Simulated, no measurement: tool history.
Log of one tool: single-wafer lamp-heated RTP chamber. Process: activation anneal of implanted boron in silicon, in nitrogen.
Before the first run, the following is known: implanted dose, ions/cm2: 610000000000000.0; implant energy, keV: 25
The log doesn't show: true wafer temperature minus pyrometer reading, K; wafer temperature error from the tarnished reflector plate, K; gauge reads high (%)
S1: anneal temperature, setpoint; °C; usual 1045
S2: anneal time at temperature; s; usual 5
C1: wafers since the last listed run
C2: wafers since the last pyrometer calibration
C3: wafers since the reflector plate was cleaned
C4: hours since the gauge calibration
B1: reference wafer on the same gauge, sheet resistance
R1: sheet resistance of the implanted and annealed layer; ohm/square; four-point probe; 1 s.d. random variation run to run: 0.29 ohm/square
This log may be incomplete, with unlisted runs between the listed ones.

run    hour    S1  S2    C1    C2    C3     C4      B1      R1
  1       0  1045   5     0  1095  5618  487.1  168.97  191.81
  2    46.2  1045   5  1011  2107  6630  533.3     169  191.62
      102.8  -- reflector plate cleaned
  3   151.2  1031   3  2123  4230  1060  638.3  168.99   194.6
      175.5  -- pyrometer window cleaned and pyrometer calibrated
  4   197.2  1031   3   831   474  1892  684.3  168.97  194.43
      197.2  -- gauge calibrated
  5   290.1  1031   3  2033  2508  3926   92.9     169     195
  6   393.7  1045   5  2268  4776  6194  196.5  168.99  192.32
      410.7  -- pyrometer window cleaned and pyrometer calibrated
      460.9  -- reflector plate cleaned
  7   461.4  1045   5  1131   934    10  264.2  169.06  191.93
  8   512.2  1045   5  1112  2046  1122    315     169  191.73
  9   585.8  1045   5  1611  3657  2734  388.6  169.03  191.77
 10   673.2  1045   5  1913  5571  4647    476     169  192.05
      709.8  -- pyrometer window cleaned and pyrometer calibrated
 11   742.9  1032   7  1350   725  5998  545.7  169.06  193.14
 12   795.9  1034   7  1160  1885  7159  598.7  168.99  192.78
      846.2  -- reflector plate cleaned
 13   846.7  1019   3   937  2822    11  649.5  169.03  196.65
 14   901.8  1045   5  1206  4029  1217  704.6  168.96  191.44
      919.5  -- gauge calibrated
 15   943.9  1036   3   921  4951  2139   24.4  169.01  193.27
      966.8  -- pyrometer window cleaned and pyrometer calibrated
     1166.1  -- reflector plate cleaned
 16  1186.4  1026   7  4959  4633   445  266.9     169  193.19
       1226  -- pyrometer window cleaned and pyrometer calibrated
 17  1257.7  1045   5  1385   694  1830  338.2  169.01  192.46
 18  1304.5  1073   3  1024  1718  2855    385  168.97  191.39

Forecast each of these 3 alternatives for the next run:
  A  1304.9  1045   5   8  1727  2864  385.4   ?   ?
  B  1304.9  1064   6   8  1727  2864  385.4   ?   ?
  C  1304.9  1062   3   8  1727  2864  385.4   ?   ?

run      B1      R1
  A  169.03  191.79
  B  169.03  190.54
  C  169.03  191.45
What these runs would have given with no unlogged condition in the tool:
run      R1
  A  191.79
  B  190.54
  C  191.45

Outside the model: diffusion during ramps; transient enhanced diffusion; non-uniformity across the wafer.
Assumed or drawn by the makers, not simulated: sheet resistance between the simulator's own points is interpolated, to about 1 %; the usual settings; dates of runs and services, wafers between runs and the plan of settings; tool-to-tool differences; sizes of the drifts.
